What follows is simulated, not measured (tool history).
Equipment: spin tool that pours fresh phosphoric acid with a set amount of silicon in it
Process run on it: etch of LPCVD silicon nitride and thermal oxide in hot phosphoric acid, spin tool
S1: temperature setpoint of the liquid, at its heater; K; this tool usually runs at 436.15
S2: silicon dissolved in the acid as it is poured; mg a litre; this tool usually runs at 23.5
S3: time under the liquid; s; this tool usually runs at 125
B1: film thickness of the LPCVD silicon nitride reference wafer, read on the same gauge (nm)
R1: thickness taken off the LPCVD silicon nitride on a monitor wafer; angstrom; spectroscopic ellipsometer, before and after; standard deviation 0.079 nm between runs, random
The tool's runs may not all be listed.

run    hour      S1    S2   S3      B1     R1
  1       0  435.15  23.5  125  100.04  136.7
  2    84.7  436.15  23.5  125     100  140.3
  3   167.8  436.15     9  125   99.97  141.1
  4   248.8  436.15  23.5  125  100.04  139.2
  5   352.9  438.15    10  185  100.01  221.3
  6   420.9  438.15  23.5   65  100.02   77.5
  7   499.6  437.65  31.5  185   99.99  217.7
  8   589.9  436.15  23.5  125     100  139.4
  9   654.5  436.15  23.5  185  100.01  204.8
 10   717.7  436.15  28.5   70   99.97   77.8
 11   757.4  436.15  12.5  125  100.02  139.4
 12     863  437.15  23.5   85   99.97   95.7
 13   925.7  436.15  23.5  125  100.03    138
 14  1023.5  434.65  23.5   50   99.95   52.6
 15  1083.7  433.65  23.5  125  100.01  126.6
 16  1188.3  436.15  23.5  125  100.02  137.6
 17    1279  435.15  35.5  150     100  159.7
 18  1359.7  436.15  23.5  125  100.03  138.2
 19  1453.9  433.65  11.5   75   99.99   75.8
 20  1507.6  438.15  23.5  145  100.01  170.2
 21  1585.7  436.15    39  200   99.95  217.8
 22  1634.2  433.65  11.5   55   99.97   55.1
 23  1707.5  436.15  23.5  125     100  135.9

Consider 3 possible next runs. They are alternatives, not a sequence: every one starts from the tool as it was left by run 23. What does each give?
  A  1708  436.15  23.5  125   ?   ?
  B  1708  437.15   5.5  155   ?   ?
  C  1708  435.15  33.5  170   ?   ?

run   B1     R1
  A  100  137.1
  B  100  175.8
  C  100  180.4
Take away the tool's hidden state, keep each run's random variation, and the runs would have read:
run     R1
  A  142.6
  B  182.8
  C  187.6
